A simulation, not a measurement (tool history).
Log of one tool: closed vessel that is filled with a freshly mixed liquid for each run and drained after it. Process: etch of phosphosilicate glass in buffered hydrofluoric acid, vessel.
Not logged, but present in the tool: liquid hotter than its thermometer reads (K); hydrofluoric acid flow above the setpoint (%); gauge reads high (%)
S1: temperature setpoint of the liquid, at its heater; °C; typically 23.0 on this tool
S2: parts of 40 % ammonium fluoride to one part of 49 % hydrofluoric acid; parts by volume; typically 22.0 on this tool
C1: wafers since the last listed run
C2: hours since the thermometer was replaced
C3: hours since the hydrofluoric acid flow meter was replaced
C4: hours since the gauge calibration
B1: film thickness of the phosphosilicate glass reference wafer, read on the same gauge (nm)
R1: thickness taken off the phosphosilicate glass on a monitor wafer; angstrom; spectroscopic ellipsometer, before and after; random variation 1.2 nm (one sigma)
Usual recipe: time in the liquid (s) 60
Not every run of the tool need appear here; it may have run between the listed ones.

run 1 day=0.000 | S1=23.0 S2=26.5 time_in_the_liquid_(s)=60 | C1=0 C2=1900.8 C3=1130.2 C4=217.8 | B1=60.01 | R1=1577.1
run 2 day=1.688 | S1=23.0 S2=26.5 time_in_the_liquid_(s)=60 | C1=4185 C2=1941.3 C3=1170.7 C4=258.3 | B1=60.00 | R1=1588.6
run 3 day=3.062 | S1=23.0 S2=19.5 time_in_the_liquid_(s)=80 | C1=3410 C2=1974.3 C3=1203.7 C4=291.3 | B1=60.01 | R1=2656.7
run 4 day=5.033 | S1=23.0 S2=22.0 time_in_the_liquid_(s)=60 | C1=4888 C2=2021.6 C3=1251.0 C4=338.6 | B1=60.03 | R1=1798.7
run 5 day=6.779 | S1=23.0 S2=17.0 time_in_the_liquid_(s)=60 | C1=4330 C2=2063.5 C3=1292.9 C4=380.5 | B1=59.99 | R1=2300.2
run 6 day=8.896 | S1=23.0 S2=17.0 time_in_the_liquid_(s)=60 | C1=5250 C2=2114.3 C3=1343.7 C4=431.3 | B1=59.99 | R1=2277.1
run 7 day=11.596 | S1=23.0 S2=22.0 time_in_the_liquid_(s)=60 | C1=6697 C2=2179.1 C3=1408.5 C4=496.1 | B1=60.01 | R1=1839.0
run 8 day=14.021 | S1=23.0 S2=22.0 time_in_the_liquid_(s)=60 | C1=6015 C2=2237.3 C3=1466.7 C4=554.3 | B1=59.99 | R1=1817.2
run 9 day=15.521 | S1=23.0 S2=22.0 time_in_the_liquid_(s)=60 | C1=3720 C2=2273.3 C3=1502.7 C4=590.3 | B1=60.01 | R1=1823.2
run 10 day=17.854 | S1=23.0 S2=22.0 time_in_the_liquid_(s)=60 | C1=5787 C2=2329.3 C3=1558.7 C4=646.3 | B1=60.02 | R1=1825.2
run 11 day=19.662 | S1=23.0 S2=22.0 time_in_the_liquid_(s)=60 | C1=4485 C2=2372.7 C3=1602.1 C4=689.7 | B1=60.01 | R1=1805.9
run 12 day=21.529 | S1=23.0 S2=22.0 time_in_the_liquid_(s)=60 | C1=4630 C2=2417.5 C3=1646.9 C4=734.5 | B1=59.99 | R1=1826.3
run 13 day=23.388 | S1=23.0 S2=22.0 time_in_the_liquid_(s)=60 | C1=4609 C2=2462.1 C3=1691.5 C4=779.1 | B1=59.97 | R1=1821.9
run 14 day=31.921 | S1=23.0 S2=22.0 time_in_the_liquid_(s)=60 | C1=21167 C2=2666.9 C3=1896.3 C4=983.9 | B1=60.00 | R1=1840.5
run 15 day=34.029 | S1=23.0 S2=22.0 time_in_the_liquid_(s)=75 | C1=5229 C2=2717.5 C3=1946.9 C4=1034.5 | B1=60.03 | R1=2290.2
-- day=35.171 gauge calibrated
run 16 day=36.646 | S1=26.5 S2=28.5 time_in_the_liquid_(s)=80 | C1=6490 C2=2780.3 C3=2009.7 C4=35.4 | B1=60.01 | R1=2473.6
run 17 day=39.233 | S1=23.0 S2=22.0 time_in_the_liquid_(s)=60 | C1=6418 C2=2842.4 C3=2071.8 C4=97.5 | B1=60.01 | R1=1845.9
-- day=40.621 thermometer replaced
run 18 day=41.717 | S1=25.5 S2=22.0 time_in_the_liquid_(s)=60 | C1=6056 C2=26.3 C3=2131.4 C4=157.1 | B1=60.03 | R1=2103.7
-- day=44.025 hydrofluoric acid flow meter replaced
run 19 day=44.300 | S1=18.5 S2=22.0 time_in_the_liquid_(s)=60 | C1=6304 C2=88.3 C3=6.6 C4=219.1 | B1=59.99 | R1=1362.3
run 20 day=47.288 | S1=19.0 S2=17.5 time_in_the_liquid_(s)=60 | C1=7410 C2=160.0 C3=78.3 C4=290.8 | B1=59.99 | R1=1731.5
run 21 day=48.542 | S1=23.0 S2=22.0 time_in_the_liquid_(s)=60 | C1=3111 C2=190.1 C3=108.4 C4=320.9 | B1=59.99 | R1=1772.2
run 22 day=50.321 | S1=23.0 S2=22.0 time_in_the_liquid_(s)=60 | C1=4413 C2=232.8 C3=151.1 C4=363.6 | B1=59.97 | R1=1769.8
run 23 day=51.892 | S1=23.0 S2=22.0 time_in_the_liquid_(s)=35 | C1=3896 C2=270.5 C3=188.8 C4=401.3 | B1=59.98 | R1=1028.9
run 24 day=54.846 | S1=21.0 S2=22.0 time_in_the_liquid_(s)=35 | C1=7327 C2=341.4 C3=259.7 C4=472.2 | B1=59.97 | R1=923.3
run 25 day=57.225 | S1=21.0 S2=18.0 time_in_the_liquid_(s)=90 | C1=5901 C2=398.5 C3=316.8 C4=529.3 | B1=60.00 | R1=2851.8
run 26 day=58.992 | S1=19.0 S2=28.0 time_in_the_liquid_(s)=70 | C1=4382 C2=440.9 C3=359.2 C4=571.7 | B1=60.00 | R1=1400.1
run 27 day=61.312 | S1=23.0 S2=22.0 time_in_the_liquid_(s)=30 | C1=5756 C2=496.6 C3=414.9 C4=627.4 | B1=59.97 | R1=892.3
run 28 day=64.038 | S1=27.0 S2=22.0 time_in_the_liquid_(s)=85 | C1=6759 C2=562.0 C3=480.3 C4=692.8 | B1=60.02 | R1=3128.9
run 29 day=66.062 | S1=27.5 S2=28.0 time_in_the_liquid_(s)=85 | C1=5023 C2=610.6 C3=528.9 C4=741.4 | B1=60.02 | R1=2744.2

Pick out some run-to-run changes in R1. Of each, how much would a tool without hidden state show as well, from the settings, what came in and chance, and how much is left for the hidden state and any gauge scatter not in both results compared?
Run 2 -> 3: S2 26.5 -> 19.5, time in the liquid (s) 60 -> 80. R1 +1068.1 angstrom: hidden state +53.7, all else +1014.4.
Run 18 -> 19: S1 25.5 -> 18.5, hydrofluoric acid flow meter replaced. R1 -741.4 angstrom: hidden state -83.4, all else -658.0.
Run 24 -> 25: S2 22.0 -> 18.0, time in the liquid (s) 35 -> 90. R1 +1928.5 angstrom: hidden state +19.8, all else +1908.7.
Run 27 -> 28: S1 23.0 -> 27.0, time in the liquid (s) 30 -> 85. R1 +2236.6 angstrom: hidden state +20.9, all else +2215.7.

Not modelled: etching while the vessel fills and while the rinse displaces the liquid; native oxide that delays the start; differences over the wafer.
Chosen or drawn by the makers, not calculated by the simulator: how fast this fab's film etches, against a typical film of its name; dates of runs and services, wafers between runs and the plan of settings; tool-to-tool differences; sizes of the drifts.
